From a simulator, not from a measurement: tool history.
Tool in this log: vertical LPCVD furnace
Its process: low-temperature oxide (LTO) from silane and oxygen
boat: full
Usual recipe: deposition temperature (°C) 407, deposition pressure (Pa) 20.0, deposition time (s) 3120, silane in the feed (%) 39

run	day	deposition temperature (°C)	deposition pressure (Pa)	deposition time (s)	silane in the feed (%)	read-back reference wafer on the same gauge, thickness	film thickness on the monitor wafer in the middle of the boat (angstrom)
1	0.000	407	20.0	3120	39	355.28	3345.7
2	0.738	407	20.0	3120	39	354.95	3353.0
3	1.242	404	20.0	3120	39	354.95	3240.7
4	1.854	404	20.0	3120	39	354.84	3235.7
5	2.142	404	20.0	3120	39	355.25	3233.9
6	2.458	407	22.0	3120	39	354.63	3687.4
7	2.825	407	22.0	3120	39	355.21	3681.1
8	3.258	407	22.0	3120	39	354.82	3676.2
# day 3.483: gauge calibrated
9	3.746	407	20.0	3120	39	355.07	3357.3
10	4.225	414	22.7	2190	35	354.88	2505.0
# day 5.271: silane flow controller replaced
11	5.292	407	20.0	3120	39	354.85	3348.8
12	5.471	407	20.0	3120	39	354.88	3348.4
13	5.650	407	24.0	3120	39	354.97	4002.6
# day 6.921: pressure gauge zeroed
# day 7.183: thermocouples replaced and temperature profile calibrated
14	7.204	407	18.7	3120	32	355.27	2311.4
15	7.383	407	20.0	3120	39	355.38	3193.8
16	7.567	415	20.0	3120	46	354.83	4153.3
# day 8.662: gauge calibrated
17	9.217	407	16.7	3120	36	354.82	2425.1
18	9.704	407	20.0	3120	32	354.85	2483.3

Below are 3 alternative next runs, each starting from the tool's condition after run 18. Predict each:
A	9.888	407	20.0	3120	42	?	?
B	9.888	407	20.0	2610	33	?	?
C	9.888	398	20.0	4080	39	?	?

run	read-back reference wafer on the same gauge, thickness	film thickness on the monitor wafer in the middle of the boat (angstrom)
A	354.92	3498.9
B	354.92	2168.4
C	354.92	3806.5
Take away the tool's hidden state, keep each run's random variation, and the runs would have read:
run	film thickness on the monitor wafer in the middle of the boat (angstrom)
A	3478.9
B	2155.1
C	3783.4
